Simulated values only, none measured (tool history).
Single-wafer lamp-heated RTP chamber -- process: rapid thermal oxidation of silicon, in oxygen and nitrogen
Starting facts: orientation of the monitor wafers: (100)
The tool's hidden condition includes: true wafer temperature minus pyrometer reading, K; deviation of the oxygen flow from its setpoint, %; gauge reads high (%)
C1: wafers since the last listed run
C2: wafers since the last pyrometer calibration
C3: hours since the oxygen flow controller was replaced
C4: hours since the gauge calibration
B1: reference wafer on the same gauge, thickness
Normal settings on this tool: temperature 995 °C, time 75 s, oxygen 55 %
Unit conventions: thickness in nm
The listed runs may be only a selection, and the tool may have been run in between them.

run 1 hour=0.0 | temperature=995 time=75 oxygen=55 | C1=0 C2=4569 C3=5319.4 C4=189.7 | B1=4.669 | thickness=5.750
-- hour=21.9 gauge calibrated
run 2 hour=23.3 | temperature=995 time=75 oxygen=55 | C1=199 C2=4768 C3=5342.7 C4=1.4 | B1=4.671 | thickness=5.746
run 3 hour=49.2 | temperature=995 time=75 oxygen=55 | C1=221 C2=4990 C3=5368.6 C4=27.3 | B1=4.672 | thickness=5.759
run 4 hour=63.6 | temperature=995 time=75 oxygen=55 | C1=123 C2=5113 C3=5383.0 C4=41.7 | B1=4.673 | thickness=5.760
run 5 hour=85.0 | temperature=995 time=75 oxygen=55 | C1=183 C2=5296 C3=5404.4 C4=63.1 | B1=4.671 | thickness=5.760
run 6 hour=97.6 | temperature=995 time=75 oxygen=55 | C1=107 C2=5404 C3=5417.0 C4=75.7 | B1=4.671 | thickness=5.789
run 7 hour=125.3 | temperature=995 time=75 oxygen=55 | C1=237 C2=5641 C3=5444.7 C4=103.4 | B1=4.672 | thickness=5.771
run 8 hour=149.7 | temperature=995 time=75 oxygen=55 | C1=208 C2=5850 C3=5469.1 C4=127.8 | B1=4.669 | thickness=5.799
run 9 hour=165.6 | temperature=995 time=75 oxygen=55 | C1=136 C2=5986 C3=5485.0 C4=143.7 | B1=4.670 | thickness=5.749
-- hour=176.9 oxygen flow controller replaced
run 10 hour=189.6 | temperature=995 time=45 oxygen=79 | C1=136 C2=6123 C3=12.7 C4=167.7 | B1=4.669 | thickness=5.250
run 11 hour=207.5 | temperature=995 time=75 oxygen=55 | C1=153 C2=6276 C3=30.6 C4=185.6 | B1=4.670 | thickness=5.765
run 12 hour=233.1 | temperature=986 time=75 oxygen=33 | C1=219 C2=6495 C3=56.2 C4=211.2 | B1=4.669 | thickness=4.594
-- hour=248.7 gauge calibrated
run 13 hour=255.0 | temperature=995 time=75 oxygen=82 | C1=187 C2=6683 C3=78.1 C4=6.3 | B1=4.670 | thickness=6.641
-- hour=265.8 pyrometer window cleaned and pyrometer calibrated
run 14 hour=281.8 | temperature=983 time=101 oxygen=46 | C1=160 C2=136 C3=104.9 C4=33.1 | B1=4.669 | thickness=5.307
run 15 hour=300.1 | temperature=995 time=46 oxygen=69 | C1=156 C2=293 C3=123.2 C4=51.4 | B1=4.674 | thickness=4.759
run 16 hour=324.5 | temperature=995 time=75 oxygen=55 | C1=208 C2=502 C3=147.6 C4=75.8 | B1=4.670 | thickness=5.459
run 17 hour=343.5 | temperature=1015 time=100 oxygen=82 | C1=162 C2=664 C3=166.6 C4=94.8 | B1=4.671 | thickness=8.257
run 18 hour=370.6 | temperature=995 time=64 oxygen=55 | C1=231 C2=896 C3=193.7 C4=121.9 | B1=4.668 | thickness=5.161

3 ways to go on from here, each from the tool as it stands after run 18. What would each give?
run A hour=371.1 | temperature=995 time=75 oxygen=55 | C1=4 C2=900 C3=194.2 C4=122.4 | B1=? | thickness=?
run B hour=371.1 | temperature=979 time=62 oxygen=45 | C1=4 C2=900 C3=194.2 C4=122.4 | B1=? | thickness=?
run C hour=371.1 | temperature=1009 time=45 oxygen=68 | C1=4 C2=900 C3=194.2 C4=122.4 | B1=? | thickness=?

run=A B1=4.673 thickness=5.490
run=B B1=4.673 thickness=4.254
run=C B1=4.673 thickness=5.231
With the hidden condition removed and each run's random variation left untouched, the same runs would have given:
run=A thickness=5.346
run=B thickness=4.151
run=C thickness=5.097

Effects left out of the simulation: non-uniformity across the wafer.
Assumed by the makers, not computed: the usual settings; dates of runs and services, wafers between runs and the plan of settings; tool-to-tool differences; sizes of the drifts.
